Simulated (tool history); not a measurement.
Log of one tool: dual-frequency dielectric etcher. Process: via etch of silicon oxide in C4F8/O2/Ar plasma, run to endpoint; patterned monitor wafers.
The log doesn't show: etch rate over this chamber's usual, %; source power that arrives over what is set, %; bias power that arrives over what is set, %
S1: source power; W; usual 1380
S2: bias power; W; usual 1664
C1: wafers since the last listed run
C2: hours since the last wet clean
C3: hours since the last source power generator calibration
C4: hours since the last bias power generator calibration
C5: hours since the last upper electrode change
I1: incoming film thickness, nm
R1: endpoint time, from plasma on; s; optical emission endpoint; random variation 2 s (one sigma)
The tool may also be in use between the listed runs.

run   hour    S1    S2   C1     C2      C3      C4      C5      I1     R1
  1    0.0  1380  1664    0  273.3  3462.6  1272.2  1789.5  1202.8  297.7
  2   23.8  1380  1958  150  297.1  3486.4  1296.0  1813.3  1213.0  276.5
      66.4  -- wet clean of the chamber
  3  126.6  1380  1664  498   60.2  3589.2  1398.8  1916.1  1227.0  303.2
  4  162.3  1380  1664  225   95.9  3624.9  1434.5  1951.8  1212.2  297.9
  5  186.3  1200  1664  151  119.9  3648.9  1458.5  1975.8  1225.9  319.6
  6  209.9  1380  1664  149  143.5  3672.5  1482.1  1999.4  1226.3  304.2
  7  301.7  1380  1664  580  235.3  3764.3  1573.9  2091.2  1229.5  299.3
  8  331.2  1380  1664  186  264.8  3793.8  1603.4  2120.7  1225.0  298.5
  9  360.2  1380  1664  183  293.8  3822.8  1632.4  2149.7  1220.3  299.1
 10  373.9  1380  1664   86  307.5  3836.5  1646.1  2163.4  1224.3  292.3
     399.2  -- wet clean of the chamber
 11  399.7  1380  1664   11    0.5  3862.3  1671.9  2189.2  1210.9  324.9
 12  417.1  1380  1664  109   17.9  3879.7  1689.3  2206.6  1221.8  326.5
 13  450.1  1110  1906  208   50.9  3912.7  1722.3  2239.6  1216.0  331.0
     491.8  -- bias power generator calibrated
     509.9  -- wet clean of the chamber, repeated, since the last time left the tool worse
     548.8  -- source power generator calibrated
 14  549.3  1120  2049  461   39.4     0.5    57.5  2338.8  1210.7  303.2
     581.3  -- upper electrode replaced
 15  581.8  1210  1938   53   71.9    33.0    90.0     0.5  1217.9  302.5
 16  582.1  1670  2068    1   72.2    33.3    90.3     0.8  1216.3  262.8
 17  613.9  1380  1664  200  104.0    65.1   122.1    32.6  1216.8  302.9
 18  636.2  1140  1863  140  126.3    87.4   144.4    54.9  1210.1  306.1
 19  663.3  1380  1664  171  153.4   114.5   171.5    82.0  1215.4  295.6
 20  686.7  1040  1664  147  176.8   137.9   194.9   105.4  1211.7  326.1
 21  720.4  1380  1664  212  210.5   171.6   228.6   139.1  1212.9  296.4
 22  751.9  1660  1380  199  242.0   203.1   260.1   170.6  1214.0  290.3
 23  773.4  1160  1322  135  263.5   224.6   281.6   192.1  1216.3  335.1
 24  786.4  1380  1500   82  276.5   237.6   294.6   205.1  1213.1  306.1

Forecast each of these 4 alternatives for the next run:
  A  786.9  1380  1664   3  277.0  238.1  295.1  205.6  1202.1   ?
  B  786.9  1150  1664   3  277.0  238.1  295.1  205.6  1202.1   ?
  C  786.9  1250  1331   3  277.0  238.1  295.1  205.6  1202.1   ?
  D  786.9  1160  1508   3  277.0  238.1  295.1  205.6  1202.1   ?

run     R1
  A  292.8
  B  311.1
  C  324.0
  D  319.8
Without the tool's hidden state the same runs would have given:
run     R1
  A  301.9
  B  320.8
  C  334.1
  D  329.8
